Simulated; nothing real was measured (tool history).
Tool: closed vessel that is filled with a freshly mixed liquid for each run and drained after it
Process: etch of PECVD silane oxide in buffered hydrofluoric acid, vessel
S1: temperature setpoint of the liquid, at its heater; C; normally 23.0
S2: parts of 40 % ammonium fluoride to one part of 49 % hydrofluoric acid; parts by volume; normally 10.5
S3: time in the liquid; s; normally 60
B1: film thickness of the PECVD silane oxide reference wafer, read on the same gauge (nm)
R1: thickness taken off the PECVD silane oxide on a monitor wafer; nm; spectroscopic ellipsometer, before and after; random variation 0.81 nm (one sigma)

run    hour    S1    S2  S3     B1      R1
  1     0.0  23.0  10.5  60  59.99  146.53
  2    69.4  23.0  10.5  60  59.99  144.54
  3    99.0  23.0  10.5  60  60.05  145.72
  4   169.7  23.0   7.5  60  60.02  198.18
  5   216.0  23.0   7.5  60  59.96  196.23
  6   318.6  23.0   7.5  60  59.95  195.90
  7   402.4  23.0  10.5  60  59.99  143.74
  8   443.9  26.5  10.5  60  60.00  172.58
  9   505.8  26.5  10.5  60  60.00  172.51
 10   559.9  23.0  10.5  60  60.00  140.70
      620.1  -- gauge calibrated
 11   628.2  23.0  10.5  60  60.01  142.02
 12   656.9  23.0  10.5  60  59.99  141.87
 13   720.1  23.0  10.5  60  60.00  141.58
      762.6  -- thermometer replaced
 14   766.2  21.5  10.5  30  60.03   64.74
 15   794.4  23.0  10.5  60  60.01  140.64
      806.9  -- hydrofluoric acid flow meter replaced
 16   850.7  23.0   9.5  95  60.00  257.93
 17   876.7  23.0  10.5  60  59.99  150.13
 18   945.1  25.5   8.5  95  59.99  319.91
 19  1016.1  23.0  13.5  30  59.98   58.28
 20  1064.2  26.5  10.5  60  59.99  177.59
 21  1101.2  26.0  13.5  60  60.01  134.28
 22  1162.1  24.5  12.5  70  59.99  157.28
 23  1216.2  23.0  12.0  30  60.02   64.34
 24  1277.2  24.5   9.0  50  60.00  150.14
 25  1303.8  23.0  13.0  60  60.02  118.10
 26  1335.0  21.0   9.0  35  60.05   86.83
 27  1404.7  23.0  13.5  60  59.97  114.59
 28  1461.0  23.0  10.5  35  60.01   85.06
 29  1530.3  18.5   8.0  60  60.00  142.37

Below are 5 alternative next runs, each starting from the tool's condition after run 29. Predict each:
  A  1531.0  23.0  10.5  80   ?   ?
  B  1531.0  23.0  12.0  60   ?   ?
  C  1531.0  23.0   6.5  75   ?   ?
  D  1531.0  20.5   7.5  50   ?   ?
  E  1531.0  19.5   6.5  90   ?   ?

run     B1      R1
  A  60.00  192.72
  B  60.00  126.87
  C  60.00  284.69
  D  60.00  142.58
  E  60.00  281.37
Take away the tool's hidden state, keep each run's random variation, and the runs would have read:
run      R1
  A  200.89
  B  132.26
  C  295.41
  D  149.29
  E  291.97
